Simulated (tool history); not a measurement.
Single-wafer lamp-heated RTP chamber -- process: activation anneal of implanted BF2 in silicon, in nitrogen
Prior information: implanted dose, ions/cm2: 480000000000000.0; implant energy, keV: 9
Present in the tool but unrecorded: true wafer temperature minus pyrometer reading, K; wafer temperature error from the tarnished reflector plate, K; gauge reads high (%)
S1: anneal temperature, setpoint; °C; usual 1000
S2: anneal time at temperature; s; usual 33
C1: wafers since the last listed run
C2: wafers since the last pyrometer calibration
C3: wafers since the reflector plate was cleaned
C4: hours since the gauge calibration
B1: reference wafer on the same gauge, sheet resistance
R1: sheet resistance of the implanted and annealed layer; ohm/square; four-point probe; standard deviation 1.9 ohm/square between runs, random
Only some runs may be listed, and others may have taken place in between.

run 1 day=0.000 | S1=1000 S2=33 | C1=0 C2=3382 C3=4899 C4=730.2 | B1=263.41 | R1=323.26
run 2 day=2.008 | S1=1000 S2=33 | C1=654 C2=4036 C3=5554 C4=778.4 | B1=263.09 | R1=320.37
run 3 day=4.346 | S1=1000 S2=33 | C1=762 C2=4798 C3=6316 C4=834.5 | B1=263.00 | R1=322.67
-- day=4.750 pyrometer window cleaned and pyrometer calibrated
-- day=7.533 reflector plate cleaned
run 4 day=8.258 | S1=1000 S2=33 | C1=1058 C2=1035 C3=235 C4=928.4 | B1=263.04 | R1=328.49
run 5 day=12.321 | S1=1000 S2=33 | C1=1324 C2=2359 C3=1560 C4=1025.9 | B1=263.13 | R1=321.94
run 6 day=16.842 | S1=1000 S2=33 | C1=1473 C2=3833 C3=3033 C4=1134.4 | B1=262.90 | R1=319.15
-- day=20.512 pyrometer window cleaned and pyrometer calibrated
run 7 day=21.075 | S1=1000 S2=33 | C1=1271 C2=183 C3=4305 C4=1236.0 | B1=262.95 | R1=320.41
run 8 day=23.362 | S1=1000 S2=33 | C1=745 C2=928 C3=5051 C4=1290.9 | B1=263.10 | R1=321.80
-- day=25.283 reflector plate cleaned
run 9 day=26.492 | S1=1000 S2=33 | C1=911 C2=1840 C3=393 C4=1366.0 | B1=262.97 | R1=318.05
run 10 day=29.642 | S1=1010 S2=33 | C1=1026 C2=2867 C3=1420 C4=1441.6 | B1=263.18 | R1=310.36
run 11 day=33.100 | S1=1010 S2=33 | C1=1127 C2=3994 C3=2547 C4=1524.6 | B1=263.14 | R1=310.65
-- day=35.404 gauge calibrated
run 12 day=35.562 | S1=1023 S2=33 | C1=802 C2=4797 C3=3350 C4=3.8 | B1=262.66 | R1=288.15
-- day=36.492 reflector plate cleaned, repeated, since the last time left the tool worse
-- day=37.454 pyrometer window cleaned and pyrometer calibrated
run 13 day=41.283 | S1=984 S2=49 | C1=1647 C2=1247 C3=1454 C4=141.1 | B1=263.22 | R1=327.96
run 14 day=45.717 | S1=1000 S2=33 | C1=1445 C2=2693 C3=2899 C4=247.5 | B1=263.19 | R1=322.07
run 15 day=48.988 | S1=1020 S2=33 | C1=1066 C2=3759 C3=3965 C4=326.0 | B1=262.71 | R1=300.51
run 16 day=52.250 | S1=1000 S2=33 | C1=1063 C2=4822 C3=5029 C4=404.3 | B1=262.81 | R1=326.04
run 17 day=56.350 | S1=1000 S2=33 | C1=1336 C2=6159 C3=6365 C4=502.7 | B1=262.95 | R1=323.09
-- day=56.800 pyrometer window cleaned and pyrometer calibrated
-- day=58.700 reflector plate cleaned
run 18 day=60.417 | S1=1000 S2=53 | C1=1108 C2=1070 C3=559 C4=600.3 | B1=262.86 | R1=309.51
run 19 day=63.729 | S1=1019 S2=33 | C1=1079 C2=2150 C3=1639 C4=679.8 | B1=262.95 | R1=305.39
run 20 day=73.125 | S1=1011 S2=33 | C1=3062 C2=5213 C3=4702 C4=905.3 | B1=263.01 | R1=312.92
-- day=75.712 pyrometer window cleaned and pyrometer calibrated
run 21 day=76.175 | S1=1000 S2=14 | C1=885 C2=150 C3=5588 C4=978.5 | B1=263.01 | R1=346.10
-- day=76.771 reflector plate cleaned
run 22 day=79.071 | S1=985 S2=21 | C1=835 C2=985 C3=750 C4=1048.0 | B1=262.78 | R1=357.55
run 23 day=82.812 | S1=980 S2=41 | C1=1219 C2=2205 C3=1969 C4=1137.8 | B1=262.97 | R1=340.54
run 24 day=85.904 | S1=1000 S2=33 | C1=1007 C2=3213 C3=2977 C4=1212.0 | B1=262.96 | R1=322.66
run 25 day=87.733 | S1=1000 S2=46 | C1=596 C2=3809 C3=3574 C4=1255.9 | B1=263.18 | R1=316.53

Predict each of these 3 candidate next runs independently; none follows another, all start after run 25:
run A day=87.750 | S1=1000 S2=33 | C1=5 C2=3815 C3=3579 C4=1256.3 | B1=? | R1=?
run B day=87.750 | S1=981 S2=17 | C1=5 C2=3815 C3=3579 C4=1256.3 | B1=? | R1=?
run C day=87.750 | S1=973 S2=33 | C1=5 C2=3815 C3=3579 C4=1256.3 | B1=? | R1=?

run=A B1=262.98 R1=323.94
run=B B1=262.98 R1=373.28
run=C B1=262.98 R1=360.62
Without the tool's unlogged condition, the same runs would have read:
run=A R1=327.09
run=B R1=381.78
run=C R1=368.28
